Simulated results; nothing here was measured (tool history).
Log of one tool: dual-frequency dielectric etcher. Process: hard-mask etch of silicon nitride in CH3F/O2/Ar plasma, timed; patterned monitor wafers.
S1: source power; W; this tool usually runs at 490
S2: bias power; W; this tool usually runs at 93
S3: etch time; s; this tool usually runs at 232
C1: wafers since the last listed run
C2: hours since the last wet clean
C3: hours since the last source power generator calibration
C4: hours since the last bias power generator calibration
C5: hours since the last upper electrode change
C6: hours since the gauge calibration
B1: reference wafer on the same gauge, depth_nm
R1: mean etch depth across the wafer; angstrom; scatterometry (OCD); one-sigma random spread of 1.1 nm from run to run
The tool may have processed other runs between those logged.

| run | hour | S1 | S2 | S3 | C1 | C2 | C3 | C4 | C5 | C6 | B1 | R1 |
|---|---|---|---|---|---|---|---|---|---|---|---|---|
| 1 | 0 | 490 | 93 | 232 | 0 | 25.6 | 2566.3 | 2170 | 5462.3 | 1277.1 | 219 | 2000 |
| 2 | 13.3 | 490 | 93 | 232 | 69 | 38.9 | 2579.6 | 2183.3 | 5475.6 | 1290.4 | 218.5 | 1988 |
|  | 19 | gauge calibrated |
|  | 42.6 | upper electrode replaced |
| 3 | 43.1 | 490 | 93 | 232 | 30 | 68.7 | 2609.4 | 2213.1 | 0.5 | 24.1 | 219.3 | 2001 |
| 4 | 73.9 | 490 | 93 | 232 | 161 | 99.5 | 2640.2 | 2243.9 | 31.3 | 54.9 | 218.8 | 1979 |
| 5 | 90.1 | 490 | 93 | 232 | 84 | 115.7 | 2656.4 | 2260.1 | 47.5 | 71.1 | 219 | 1983 |
|  | 106.8 | bias power generator calibrated |
| 6 | 114.5 | 490 | 80 | 232 | 106 | 140.1 | 2680.8 | 7.7 | 71.9 | 95.5 | 219 | 1823 |
| 7 | 133.5 | 430 | 113 | 169 | 99 | 159.1 | 2699.8 | 26.7 | 90.9 | 114.5 | 219.3 | 1501 |
| 8 | 167.1 | 440 | 93 | 232 | 175 | 192.7 | 2733.4 | 60.3 | 124.5 | 148.1 | 219 | 1883 |
| 9 | 179.8 | 490 | 93 | 232 | 66 | 205.4 | 2746.1 | 73 | 137.2 | 160.8 | 218.7 | 1986 |
| 10 | 209.8 | 540 | 73 | 165 | 157 | 235.4 | 2776.1 | 103 | 167.2 | 190.8 | 219 | 1274 |
|  | 238.4 | source power generator calibrated |
| 11 | 244.9 | 380 | 93 | 289.5 | 162 | 270.5 | 6.5 | 138.1 | 202.3 | 225.9 | 218.5 | 2132 |
| 12 | 319.5 | 490 | 93 | 232 | 390 | 345.1 | 81.1 | 212.7 | 276.9 | 300.5 | 219.2 | 1973 |
| 13 | 349.5 | 380 | 79 | 198.5 | 157 | 375.1 | 111.1 | 242.7 | 306.9 | 330.5 | 218.8 | 1322 |
| 14 | 369.8 | 570 | 112 | 192.5 | 106 | 395.4 | 131.4 | 263 | 327.2 | 350.8 | 219.2 | 1942 |
| 15 | 401.7 | 490 | 93 | 232 | 167 | 427.3 | 163.3 | 294.9 | 359.1 | 382.7 | 219 | 1949 |
|  | 431.3 | wet clean of the chamber |
| 16 | 435.6 | 490 | 93 | 232 | 51 | 4.3 | 197.2 | 328.8 | 393 | 416.6 | 219.3 | 2007 |

Expected results for the next run?
| 17 | 455.2 | 600 | 93 | 232 | 102 | 23.9 | 216.8 | 348.4 | 412.6 | 436.2 | ? | ? |

For run 17 the tool returned B1 218.7, R1 2210 angstrom.
Take away the tool's hidden state, keep the run-to-run variation as it was, and the same run would have given R1 2211 angstrom.

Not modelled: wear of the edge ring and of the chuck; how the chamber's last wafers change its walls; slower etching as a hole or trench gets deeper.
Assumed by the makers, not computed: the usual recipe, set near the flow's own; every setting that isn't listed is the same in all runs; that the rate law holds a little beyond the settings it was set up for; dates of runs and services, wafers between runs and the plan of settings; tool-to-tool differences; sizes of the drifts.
